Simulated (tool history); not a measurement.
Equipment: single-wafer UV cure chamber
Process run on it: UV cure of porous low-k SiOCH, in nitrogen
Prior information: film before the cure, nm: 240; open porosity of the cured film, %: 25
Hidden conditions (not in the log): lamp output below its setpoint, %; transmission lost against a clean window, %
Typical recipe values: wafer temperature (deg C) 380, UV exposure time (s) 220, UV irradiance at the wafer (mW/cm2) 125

run   hour  wafer temperature (deg C)  UV exposure time (s)  UV irradiance at the wafer (mW/cm2)  wafers since the last listed run  hours since the UV bulbs were replaced  wafers since the quartz window was cleaned  loss of film thickness in the cure (%)
  1    0.0                        380                   220                                  125                                 0                                  1818.4                                        2360                                  14.908
  2   10.7                        380                   220                                  125                               163                                  1829.1                                        2523                                  14.572
  3   22.7                        365                   220                                  114                               183                                  1841.1                                        2706                                  14.022
  4   49.0                        365                   220                                  114                               401                                  1867.4                                        3108                                  13.855
  5   62.2                        380                   150                                  137                               201                                  1880.6                                        3310                                  12.806
  6   79.4                        380                   220                                  125                               262                                  1897.8                                        3572                                  14.485
  7   97.1                        380                   220                                  125                               270                                  1915.5                                        3842                                  14.746
  8  110.8                        380                   220                                  125                               209                                  1929.2                                        4052                                  14.240
  9  117.9                        393                   220                                  125                               108                                  1936.3                                        4160                                  14.887
 10  124.9                        393                   220                                  125                               106                                  1943.3                                        4267                                  14.673
 11  132.1                        393                   220                                  125                               109                                  1950.5                                        4377                                  15.032
 12  141.2                        380                   220                                  125                               138                                  1959.6                                        4516                                  14.322
     152.1  -- quartz window cleaned
 13  152.6                        380                   220                                  125                                51                                  1971.0                                           7                                  14.636
 14  158.6                        380                   220                                  125                                91                                  1977.0                                          99                                  14.665
 15  174.0                        380                   220                                  125                               235                                  1992.4                                         334                                  14.408
 16  189.0                        380                   220                                  125                               229                                  2007.4                                         563                                  15.078
 17  195.0                        392                   220                                  125                                91                                  2013.4                                         654                                  14.742
 18  212.1                        363                   220                                  105                               261                                  2030.5                                         915                                  13.250
 19  261.1                        370                   295                                  145                               748                                  2079.5                                        1664                                  16.514
 20  275.3                        366                   220                                  111                               216                                  2093.7                                        1880                                  13.520
 21  286.4                        380                   265                                  111                               169                                  2104.8                                        2050                                  14.817
 22  296.8                        362                   130                                   99                               158                                  2115.2                                        2209                                  10.315
     312.4  -- UV bulbs replaced
 23  312.9                        361                   220                                  157                               123                                     0.5                                        2332                                  15.388
 24  327.2                        380                   220                                  125                               218                                    14.8                                        2551                                  14.787
 25  342.6                        367                   220                                  125                               235                                    30.2                                        2786                                  14.474
 26  363.6                        369                   220                                  108                               320                                    51.2                                        3107                                  13.309
 27  370.8                        366                   305                                  150                               109                                    58.4                                        3216                                  17.059
 28  385.0                        380                   220                                  125                               216                                    72.6                                        3433                                  14.954
 29  402.1                        393                   220                                  125                               261                                    89.7                                        3694                                  14.480
     413.2  -- quartz window cleaned
 30  413.7                        392                   105                                   96                                54                                   101.3                                           8                                   9.868
 31  418.2                        364                   180                                  154                                68                                   105.8                                          76                                  13.909
 32  433.6                        389                   220                                  125                               235                                   121.2                                         311                                  14.527

4 ways to go on from here, each from the tool as it stands after run 32. What would each give?
  A  434.0                        380                   220                                  125                                 6                                   121.6                                         318                                       ?
  B  434.0                        380                   315                                  159                                 6                                   121.6                                         318                                       ?
  C  434.0                        399                   100                                  106                                 6                                   121.6                                         318                                       ?
  D  434.0                        372                   165                                  114                                 6                                   121.6                                         318                                       ?

run  loss of film thickness in the cure (%)
  A                                  14.193
  B                                  17.312
  C                                   9.909
  D                                  12.131
With the hidden condition removed and each run's random variation left untouched, the same runs would have given:
run  loss of film thickness in the cure (%)
  A                                  14.193
  B                                  17.312
  C                                   9.909
  D                                  12.131
